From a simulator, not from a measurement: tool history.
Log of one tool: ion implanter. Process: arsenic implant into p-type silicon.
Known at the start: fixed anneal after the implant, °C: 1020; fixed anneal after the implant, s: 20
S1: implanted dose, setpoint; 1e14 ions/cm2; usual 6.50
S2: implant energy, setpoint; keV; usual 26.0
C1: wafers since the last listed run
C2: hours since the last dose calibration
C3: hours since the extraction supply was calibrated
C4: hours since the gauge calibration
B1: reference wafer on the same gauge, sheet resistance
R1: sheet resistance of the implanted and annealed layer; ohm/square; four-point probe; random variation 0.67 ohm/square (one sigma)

run 1 hour=0.0 | S1=6.50 S2=26.0 | C1=0 C2=1315.5 C3=1852.5 C4=63.4 | B1=192.87 | R1=185.72
run 2 hour=10.8 | S1=6.50 S2=26.0 | C1=228 C2=1326.3 C3=1863.3 C4=74.2 | B1=193.09 | R1=185.14
run 3 hour=22.8 | S1=5.81 S2=26.0 | C1=253 C2=1338.3 C3=1875.3 C4=86.2 | B1=193.20 | R1=202.79
run 4 hour=30.9 | S1=5.81 S2=26.0 | C1=171 C2=1346.4 C3=1883.4 C4=94.3 | B1=192.98 | R1=201.25
run 5 hour=38.6 | S1=6.50 S2=28.0 | C1=162 C2=1354.1 C3=1891.1 C4=102.0 | B1=192.82 | R1=183.23
run 6 hour=49.2 | S1=6.50 S2=28.0 | C1=224 C2=1364.7 C3=1901.7 C4=112.6 | B1=192.91 | R1=184.04
run 7 hour=66.3 | S1=6.50 S2=26.0 | C1=361 C2=1381.8 C3=1918.8 C4=129.7 | B1=192.78 | R1=186.11
run 8 hour=78.3 | S1=6.50 S2=26.0 | C1=253 C2=1393.8 C3=1930.8 C4=141.7 | B1=192.81 | R1=186.00
run 9 hour=92.6 | S1=6.50 S2=26.0 | C1=302 C2=1408.1 C3=1945.1 C4=156.0 | B1=193.21 | R1=187.16
run 10 hour=105.7 | S1=6.50 S2=26.0 | C1=276 C2=1421.2 C3=1958.2 C4=169.1 | B1=193.14 | R1=186.08
run 11 hour=117.3 | S1=6.50 S2=26.0 | C1=245 C2=1432.8 C3=1969.8 C4=180.7 | B1=193.09 | R1=184.99
run 12 hour=133.5 | S1=6.50 S2=26.0 | C1=342 C2=1449.0 C3=1986.0 C4=196.9 | B1=193.09 | R1=185.40
run 13 hour=147.4 | S1=6.50 S2=26.0 | C1=293 C2=1462.9 C3=1999.9 C4=210.8 | B1=193.12 | R1=186.59
run 14 hour=165.4 | S1=6.50 S2=26.0 | C1=380 C2=1480.9 C3=2017.9 C4=228.8 | B1=193.10 | R1=185.39
run 15 hour=181.5 | S1=5.48 S2=31.5 | C1=340 C2=1497.0 C3=2034.0 C4=244.9 | B1=193.18 | R1=204.91
run 16 hour=192.6 | S1=7.30 S2=28.5 | C1=234 C2=1508.1 C3=2045.1 C4=256.0 | B1=193.07 | R1=166.69
run 17 hour=207.2 | S1=7.30 S2=28.5 | C1=308 C2=1522.7 C3=2059.7 C4=270.6 | B1=193.19 | R1=167.80
run 18 hour=217.3 | S1=8.32 S2=18.0 | C1=213 C2=1532.8 C3=2069.8 C4=280.7 | B1=193.17 | R1=164.49
run 19 hour=224.4 | S1=4.92 S2=17.0 | C1=150 C2=1539.9 C3=2076.9 C4=287.8 | B1=193.02 | R1=242.16
run 20 hour=238.6 | S1=6.50 S2=26.0 | C1=300 C2=1554.1 C3=2091.1 C4=302.0 | B1=192.99 | R1=185.43
run 21 hour=256.0 | S1=5.24 S2=17.0 | C1=367 C2=1571.5 C3=2108.5 C4=319.4 | B1=193.10 | R1=229.75
run 22 hour=268.7 | S1=7.23 S2=22.5 | C1=268 C2=1584.2 C3=2121.2 C4=332.1 | B1=193.04 | R1=175.63
run 23 hour=276.5 | S1=6.50 S2=26.0 | C1=164 C2=1592.0 C3=2129.0 C4=339.9 | B1=192.84 | R1=185.50
run 24 hour=293.2 | S1=5.77 S2=21.0 | C1=352 C2=1608.7 C3=2145.7 C4=356.6 | B1=192.97 | R1=209.45
-- hour=302.7 Faraday cup replaced and dose calibrated
run 25 hour=303.9 | S1=5.16 S2=33.0 | C1=57 C2=1.2 C3=2156.4 C4=367.3 | B1=193.13 | R1=212.64
run 26 hour=321.6 | S1=6.50 S2=34.5 | C1=374 C2=18.9 C3=2174.1 C4=385.0 | B1=192.92 | R1=176.78
-- hour=328.2 gauge calibrated
run 27 hour=333.3 | S1=6.50 S2=29.0 | C1=247 C2=30.6 C3=2185.8 C4=5.1 | B1=193.00 | R1=183.73
run 28 hour=342.4 | S1=6.50 S2=26.0 | C1=192 C2=39.7 C3=2194.9 C4=14.2 | B1=193.12 | R1=185.54
-- hour=357.6 extraction supply calibrated
run 29 hour=358.8 | S1=5.48 S2=31.5 | C1=177 C2=56.1 C3=1.2 C4=30.6 | B1=193.05 | R1=204.88
run 30 hour=375.4 | S1=6.50 S2=26.0 | C1=350 C2=72.7 C3=17.8 C4=47.2 | B1=192.80 | R1=185.53
run 31 hour=383.5 | S1=5.20 S2=18.5 | C1=171 C2=80.8 C3=25.9 C4=55.3 | B1=193.26 | R1=230.86
run 32 hour=394.5 | S1=5.03 S2=29.0 | C1=232 C2=91.8 C3=36.9 C4=66.3 | B1=193.00 | R1=221.31
run 33 hour=409.3 | S1=4.98 S2=34.0 | C1=312 C2=106.6 C3=51.7 C4=81.1 | B1=192.81 | R1=217.56
run 34 hour=426.0 | S1=6.50 S2=26.0 | C1=352 C2=123.3 C3=68.4 C4=97.8 | B1=192.88 | R1=187.58
run 35 hour=433.6 | S1=7.10 S2=20.5 | C1=160 C2=130.9 C3=76.0 C4=105.4 | B1=193.03 | R1=180.50
run 36 hour=446.2 | S1=6.50 S2=26.0 | C1=266 C2=143.5 C3=88.6 C4=118.0 | B1=193.16 | R1=185.60
run 37 hour=482.9 | S1=6.50 S2=34.0 | C1=775 C2=180.2 C3=125.3 C4=154.7 | B1=193.21 | R1=178.05

4 ways to go on from here, each from the tool as it stands after run 37. What would each give?
run A hour=483.3 | S1=6.50 S2=26.0 | C1=8 C2=180.6 C3=125.7 C4=155.1 | B1=? | R1=?
run B hour=483.3 | S1=5.77 S2=19.5 | C1=8 C2=180.6 C3=125.7 C4=155.1 | B1=? | R1=?
run C hour=483.3 | S1=7.59 S2=34.0 | C1=8 C2=180.6 C3=125.7 C4=155.1 | B1=? | R1=?
run D hour=483.3 | S1=7.43 S2=33.0 | C1=8 C2=180.6 C3=125.7 C4=155.1 | B1=? | R1=?

run=A B1=193.06 R1=185.25
run=B B1=193.06 R1=211.13
run=C B1=193.06 R1=158.09
run=D B1=193.06 R1=161.38
Without the tool's hidden state the same runs would have given:
run=A R1=185.25
run=B R1=211.13
run=C R1=158.09
run=D R1=161.38

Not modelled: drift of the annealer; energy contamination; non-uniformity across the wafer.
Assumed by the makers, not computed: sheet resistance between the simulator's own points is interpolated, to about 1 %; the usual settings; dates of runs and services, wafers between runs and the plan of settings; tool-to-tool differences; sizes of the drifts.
